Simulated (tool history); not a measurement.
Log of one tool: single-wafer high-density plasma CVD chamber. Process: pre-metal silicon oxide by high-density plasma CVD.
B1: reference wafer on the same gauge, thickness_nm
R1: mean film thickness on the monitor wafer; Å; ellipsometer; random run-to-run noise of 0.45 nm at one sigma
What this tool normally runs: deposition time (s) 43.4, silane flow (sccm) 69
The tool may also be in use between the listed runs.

{"run": 1, "hour": 0.0, "deposition time (s)": 43.4, "silane flow (sccm)": 73, "B1": 289.786, "R1": 3184.88}
{"run": 2, "hour": 9.8, "deposition time (s)": 43.4, "silane flow (sccm)": 69, "B1": 289.932, "R1": 3005.43}
{"run": 3, "hour": 20.9, "deposition time (s)": 43.4, "silane flow (sccm)": 69, "B1": 290.053, "R1": 3019.53}
{"run": 4, "hour": 29.5, "deposition time (s)": 43.4, "silane flow (sccm)": 69, "B1": 290.308, "R1": 3017.61}
{"run": 5, "hour": 41.0, "deposition time (s)": 43.4, "silane flow (sccm)": 69, "B1": 290.36, "R1": 3021.37}
{"run": 6, "hour": 53.4, "deposition time (s)": 43.4, "silane flow (sccm)": 69, "B1": 290.485, "R1": 3012.14}
{"hour": 74.6, "done": "gauge calibrated"}
{"run": 7, "hour": 79.4, "deposition time (s)": 43.4, "silane flow (sccm)": 69, "B1": 289.13, "R1": 3012.45}
{"run": 8, "hour": 94.5, "deposition time (s)": 43.4, "silane flow (sccm)": 69, "B1": 289.201, "R1": 3008}
{"run": 9, "hour": 101.8, "deposition time (s)": 43.4, "silane flow (sccm)": 69, "B1": 289.136, "R1": 3003.06}
{"run": 10, "hour": 111.1, "deposition time (s)": 47.4, "silane flow (sccm)": 59, "B1": 289.346, "R1": 2814.68}
{"run": 11, "hour": 121.4, "deposition time (s)": 47.4, "silane flow (sccm)": 69, "B1": 289.463, "R1": 3285.87}
{"hour": 129.8, "done": "silane flow controller replaced"}
{"run": 12, "hour": 132.5, "deposition time (s)": 43.4, "silane flow (sccm)": 69, "B1": 289.652, "R1": 3009.91}
{"run": 13, "hour": 156.9, "deposition time (s)": 50.9, "silane flow (sccm)": 80, "B1": 289.963, "R1": 4087.02}
{"run": 14, "hour": 164.7, "deposition time (s)": 37.3, "silane flow (sccm)": 63, "B1": 290.089, "R1": 2359.2}
{"run": 15, "hour": 176.7, "deposition time (s)": 39.2, "silane flow (sccm)": 83, "B1": 290.28, "R1": 3281.55}
{"run": 16, "hour": 187.8, "deposition time (s)": 37, "silane flow (sccm)": 76, "B1": 290.479, "R1": 2839.31}

The tool's hidden state at each run:
delivered silane flow above the setpoint (%): 0 across all the runs
H1: gauge reads high (%)
run=1 H1=0.308
run=2 H1=0.347
run=3 H1=0.391
run=4 H1=0.426
run=5 H1=0.472
run=6 H1=0.521
run=7 H1=0.0188
run=8 H1=0.0792
run=9 H1=0.108
run=10 H1=0.146
run=11 H1=0.187
run=12 H1=0.231
run=13 H1=0.329
run=14 H1=0.36
run=15 H1=0.408
run=16 H1=0.452
